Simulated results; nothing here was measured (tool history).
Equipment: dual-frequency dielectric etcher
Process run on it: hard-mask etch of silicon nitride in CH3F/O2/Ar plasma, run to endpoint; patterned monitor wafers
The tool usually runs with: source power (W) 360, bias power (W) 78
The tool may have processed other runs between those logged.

| run | hour | source power (W) | bias power (W) | incoming incoming film thickness, nm | endpoint time (s) |
|---|---|---|---|---|---|
| 1 | 0 | 360 | 78 | 50.6 | 68 |
| 2 | 73.1 | 360 | 78 | 50.9 | 69.4 |
| 3 | 160.3 | 360 | 78 | 51 | 69.1 |
| 4 | 212.7 | 360 | 78 | 50.1 | 68.7 |
| 5 | 301.6 | 340 | 85 | 50.3 | 68.6 |
| 6 | 385.2 | 360 | 78 | 50.4 | 70.8 |
|  | 414.9 | wet clean of the chamber |
|  | 465.5 | source power generator calibrated |
| 7 | 560.7 | 360 | 78 | 51 | 69 |
| 8 | 657.1 | 360 | 78 | 50.6 | 69.3 |
| 9 | 706.4 | 360 | 78 | 50.6 | 69.4 |
| 10 | 797.5 | 360 | 78 | 50.6 | 70 |
|  | 828.1 | wet clean of the chamber |
| 11 | 864.3 | 390 | 78 | 50.7 | 65.5 |

Run 12 has not been measured yet. What should we expect?
| 12 | 935.4 | 400 | 78 | 50.9 | ? |

{"run 12": {"endpoint time (s)": 64.7}}
Had the tool carried no hidden state, the very same run would have given endpoint time (s) 63.9.
